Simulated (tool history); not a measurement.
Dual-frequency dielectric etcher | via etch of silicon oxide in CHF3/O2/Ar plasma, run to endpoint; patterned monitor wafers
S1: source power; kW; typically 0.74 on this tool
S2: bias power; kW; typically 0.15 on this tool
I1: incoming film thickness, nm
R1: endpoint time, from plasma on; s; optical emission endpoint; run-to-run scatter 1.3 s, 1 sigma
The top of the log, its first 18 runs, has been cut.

run,hour,S1,S2,I1,R1
19,796.5,0.86,0.15,464.9,218.6
# hour 832.4: wet clean of the chamber
20,837.5,0.67,0.179,470.7,227.1
# hour 852.8: bias power generator calibrated
21,881.8,0.81,0.137,469.1,228.4
22,944.3,0.79,0.15,475.9,229.4
23,979.8,0.66,0.15,472.9,238.3
24,1023.2,0.74,0.15,470,230.7
25,1064.6,0.74,0.163,473.3,224.9
26,1126.9,0.92,0.16,468.8,211.2
27,1154,0.65,0.161,469.7,233.8
28,1193.9,0.74,0.15,468,228.3
29,1237.2,0.92,0.15,465.1,215.9
30,1291,0.74,0.15,469.5,231.7
31,1341.1,0.58,0.176,470.2,232.3
32,1405.5,0.82,0.15,472.9,225.5
33,1442.9,0.58,0.132,466.7,251.3
34,1467.6,0.57,0.171,466.7,233.9

Predict each of these 5 candidate next runs independently; none follows another, all start after run 34:
A,1468.1,0.74,0.15,467.8,?
B,1468.1,0.74,0.113,467.8,?
C,1468.1,0.68,0.14,467.8,?
D,1468.1,0.61,0.137,467.8,?
E,1468.1,0.74,0.129,467.8,?

run,R1
A,229.8
B,247.4
C,239.4
D,247.4
E,239.2
With no hidden state in the tool, these same runs would have given:
run,R1
A,229.8
B,247.4
C,239.4
D,247.4
E,239.2

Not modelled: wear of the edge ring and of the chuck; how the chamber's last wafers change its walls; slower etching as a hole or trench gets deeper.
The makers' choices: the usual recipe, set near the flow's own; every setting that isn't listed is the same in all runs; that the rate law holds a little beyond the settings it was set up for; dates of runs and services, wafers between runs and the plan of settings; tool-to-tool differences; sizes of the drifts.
